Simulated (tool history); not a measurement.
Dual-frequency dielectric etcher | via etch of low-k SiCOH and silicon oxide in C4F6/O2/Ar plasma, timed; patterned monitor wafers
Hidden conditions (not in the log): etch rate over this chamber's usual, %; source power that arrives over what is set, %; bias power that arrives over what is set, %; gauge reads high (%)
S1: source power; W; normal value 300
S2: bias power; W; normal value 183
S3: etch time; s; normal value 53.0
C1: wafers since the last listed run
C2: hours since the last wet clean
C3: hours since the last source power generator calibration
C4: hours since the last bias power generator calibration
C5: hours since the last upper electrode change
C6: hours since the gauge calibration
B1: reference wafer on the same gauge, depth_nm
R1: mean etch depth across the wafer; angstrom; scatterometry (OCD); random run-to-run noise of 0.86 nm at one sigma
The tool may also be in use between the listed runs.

run 1 hour=0.0 | S1=300 S2=183 S3=49.0 | C1=0 C2=256.7 C3=585.0 C4=2542.8 C5=4126.7 C6=1030.8 | B1=135.8 | R1=1203
run 2 hour=65.0 | S1=240 S2=183 S3=53.0 | C1=841 C2=321.7 C3=650.0 C4=2607.8 C5=4191.7 C6=1095.8 | B1=136.2 | R1=1115
run 3 hour=123.0 | S1=240 S2=183 S3=53.0 | C1=751 C2=379.7 C3=708.0 C4=2665.8 C5=4249.7 C6=1153.8 | B1=136.4 | R1=1124
run 4 hour=204.5 | S1=240 S2=183 S3=53.0 | C1=1055 C2=461.2 C3=789.5 C4=2747.3 C5=4331.2 C6=1235.3 | B1=136.2 | R1=1123
run 5 hour=248.3 | S1=280 S2=183 S3=53.0 | C1=567 C2=505.0 C3=833.3 C4=2791.1 C5=4375.0 C6=1279.1 | B1=136.1 | R1=1240
run 6 hour=286.8 | S1=280 S2=183 S3=53.0 | C1=498 C2=543.5 C3=871.8 C4=2829.6 C5=4413.5 C6=1317.6 | B1=136.2 | R1=1237
run 7 hour=392.8 | S1=280 S2=183 S3=53.0 | C1=1372 C2=649.5 C3=977.8 C4=2935.6 C5=4519.5 C6=1423.6 | B1=135.7 | R1=1257
run 8 hour=429.4 | S1=300 S2=183 S3=43.0 | C1=474 C2=686.1 C3=1014.4 C4=2972.2 C5=4556.1 C6=1460.2 | B1=136.4 | R1=1036
-- hour=467.3 wet clean of the chamber
run 9 hour=500.3 | S1=300 S2=183 S3=43.0 | C1=607 C2=33.0 C3=1085.3 C4=3043.1 C5=4627.0 C6=1531.1 | B1=136.2 | R1=1053
run 10 hour=596.9 | S1=300 S2=183 S3=43.0 | C1=1251 C2=129.6 C3=1181.9 C4=3139.7 C5=4723.6 C6=1627.7 | B1=135.9 | R1=1041
-- hour=695.2 upper electrode replaced
run 11 hour=695.7 | S1=300 S2=183 S3=53.0 | C1=968 C2=228.4 C3=1280.7 C4=3238.5 C5=0.5 C6=1726.5 | B1=136.0 | R1=1296
-- hour=753.5 bias power generator calibrated
run 12 hour=958.7 | S1=300 S2=183 S3=53.0 | C1=3354 C2=491.4 C3=1543.7 C4=205.2 C5=263.5 C6=1989.5 | B1=135.8 | R1=1292
-- hour=1053.5 wet clean of the chamber
run 13 hour=1060.0 | S1=230 S2=183 S3=42.0 | C1=1001 C2=6.5 C3=1645.0 C4=306.5 C5=364.8 C6=2090.8 | B1=136.0 | R1=855
-- hour=1088.9 gauge calibrated
-- hour=1118.2 source power generator calibrated
run 14 hour=1118.7 | S1=260 S2=210 S3=43.0 | C1=708 C2=65.2 C3=0.5 C4=365.2 C5=423.5 C6=29.8 | B1=136.2 | R1=994
run 15 hour=1207.6 | S1=380 S2=159 S3=65.5 | C1=1151 C2=154.1 C3=89.4 C4=454.1 C5=512.4 C6=118.7 | B1=136.1 | R1=1746
run 16 hour=1312.6 | S1=300 S2=227 S3=53.0 | C1=1359 C2=259.1 C3=194.4 C4=559.1 C5=617.4 C6=223.7 | B1=135.8 | R1=1384
run 17 hour=1408.0 | S1=300 S2=222 S3=48.0 | C1=1235 C2=354.5 C3=289.8 C4=654.5 C5=712.8 C6=319.1 | B1=135.9 | R1=1239
run 18 hour=1454.1 | S1=300 S2=183 S3=53.0 | C1=597 C2=400.6 C3=335.9 C4=700.6 C5=758.9 C6=365.2 | B1=136.2 | R1=1299
run 19 hour=1528.7 | S1=300 S2=183 S3=49.0 | C1=966 C2=475.2 C3=410.5 C4=775.2 C5=833.5 C6=439.8 | B1=135.9 | R1=1205
-- hour=1627.7 wet clean of the chamber
run 20 hour=1628.2 | S1=330 S2=138 S3=57.5 | C1=977 C2=0.5 C3=510.0 C4=874.7 C5=933.0 C6=539.3 | B1=136.0 | R1=1370
run 21 hour=1727.8 | S1=300 S2=183 S3=57.0 | C1=1289 C2=100.1 C3=609.6 C4=974.3 C5=1032.6 C6=638.9 | B1=136.0 | R1=1382
run 22 hour=1828.4 | S1=260 S2=226 S3=62.0 | C1=1302 C2=200.7 C3=710.2 C4=1074.9 C5=1133.2 C6=739.5 | B1=136.1 | R1=1493
run 23 hour=1891.5 | S1=300 S2=183 S3=53.0 | C1=817 C2=263.8 C3=773.3 C4=1138.0 C5=1196.3 C6=802.6 | B1=135.7 | R1=1295
run 24 hour=1974.4 | S1=300 S2=183 S3=53.0 | C1=1073 C2=346.7 C3=856.2 C4=1220.9 C5=1279.2 C6=885.5 | B1=136.2 | R1=1288
run 25 hour=2035.0 | S1=360 S2=183 S3=63.0 | C1=784 C2=407.3 C3=916.8 C4=1281.5 C5=1339.8 C6=946.1 | B1=136.3 | R1=1702

Exercise: give the hidden state of the tool at every run:
etch rate over this chamber's usual, %: 0 in every run
source power that arrives over what is set, %: 0 in every run
bias power that arrives over what is set, %: 0 in every run
gauge reads high (%): 0 in every run
